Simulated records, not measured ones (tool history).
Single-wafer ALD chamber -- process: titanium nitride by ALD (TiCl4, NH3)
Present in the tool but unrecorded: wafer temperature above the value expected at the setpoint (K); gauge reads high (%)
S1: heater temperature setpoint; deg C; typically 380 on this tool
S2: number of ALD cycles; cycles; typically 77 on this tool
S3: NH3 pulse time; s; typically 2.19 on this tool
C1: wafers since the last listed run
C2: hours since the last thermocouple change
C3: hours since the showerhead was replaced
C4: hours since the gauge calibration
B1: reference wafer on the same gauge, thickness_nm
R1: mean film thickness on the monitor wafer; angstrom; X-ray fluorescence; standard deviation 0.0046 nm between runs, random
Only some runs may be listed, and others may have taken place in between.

run,hour,S1,S2,S3,C1,C2,C3,C4,B1,R1
1,0.0,380,77,2.19,0,1570.7,7644.6,98.8,1.501,16.83
2,26.9,380,77,2.19,71,1597.6,7671.5,125.7,1.500,16.82
3,51.6,380,77,2.19,65,1622.3,7696.2,150.4,1.500,16.86
4,81.2,380,77,2.19,78,1651.9,7725.8,180.0,1.500,16.86
5,113.8,380,77,2.19,86,1684.5,7758.4,212.6,1.500,16.83
6,216.5,380,77,1.99,271,1787.2,7861.1,315.3,1.500,16.78
7,233.3,380,77,1.99,44,1804.0,7877.9,332.1,1.500,16.76
8,263.9,380,71,2.19,80,1834.6,7908.5,362.7,1.500,15.59
# hour 282.7: thermocouple changed; heater temperature recalibrated
9,283.2,380,71,2.19,29,0.5,7927.8,382.0,1.500,15.56
10,309.6,380,89,2.79,69,26.9,7954.2,408.4,1.500,19.72
11,345.4,380,77,2.19,94,62.7,7990.0,444.2,1.500,16.77
# hour 354.4: showerhead replaced
12,365.9,385,77,2.19,33,83.2,11.5,464.7,1.500,16.92
13,382.7,385,77,2.19,44,100.0,28.3,481.5,1.501,16.89
14,404.2,384,77,2.19,56,121.5,49.8,503.0,1.500,16.95
15,420.2,384,77,2.19,42,137.5,65.8,519.0,1.499,16.89
# hour 443.5: gauge calibrated
16,454.7,374,69,2.19,91,172.0,100.3,11.2,1.500,15.05
17,475.8,380,77,2.19,55,193.1,121.4,32.3,1.501,16.89
18,505.5,367,69,1.39,78,222.8,151.1,62.0,1.501,14.43
19,538.1,380,65,2.74,86,255.4,183.7,94.6,1.500,14.35
20,564.5,380,77,2.19,69,281.8,210.1,121.0,1.500,16.81
21,577.4,380,88,3.03,34,294.7,223.0,133.9,1.500,19.47
22,606.4,380,77,2.19,76,323.7,252.0,162.9,1.501,16.82
23,625.3,380,77,1.72,49,342.6,270.9,181.8,1.499,16.72
24,659.2,368,84,1.35,89,376.5,304.8,215.7,1.500,17.56
25,681.1,367,69,1.39,57,398.4,326.7,237.6,1.500,14.37
26,706.6,367,70,1.38,67,423.9,352.2,263.1,1.501,14.61
27,728.7,367,77,2.19,58,446.0,374.3,285.2,1.501,16.46
28,750.0,380,77,2.19,56,467.3,395.6,306.5,1.501,16.82
29,783.4,376,62,1.57,88,500.7,429.0,339.9,1.500,13.32
30,814.7,387,77,2.19,82,532.0,460.3,371.2,1.500,16.98
31,839.2,392,71,2.19,64,556.5,484.8,395.7,1.501,15.72
32,854.4,380,63,2.19,40,571.7,500.0,410.9,1.499,13.81
33,874.1,387,69,1.69,52,591.4,519.7,430.6,1.500,15.10

For each entry between runs, how does the tool's hidden state at the last listed run before it compare with that at the first listed run after it?
Runs 8 to 9: thermocouple changed; heater temperature recalibrated (hour 282.7)
  no difference in the tool's unlogged condition between these two runs
Runs 11 to 12: showerhead replaced (hour 354.4)
  no difference in the tool's unlogged condition between these two runs
Runs 15 to 16: gauge calibrated (hour 443.5)
  no difference in the tool's unlogged condition between these two runs
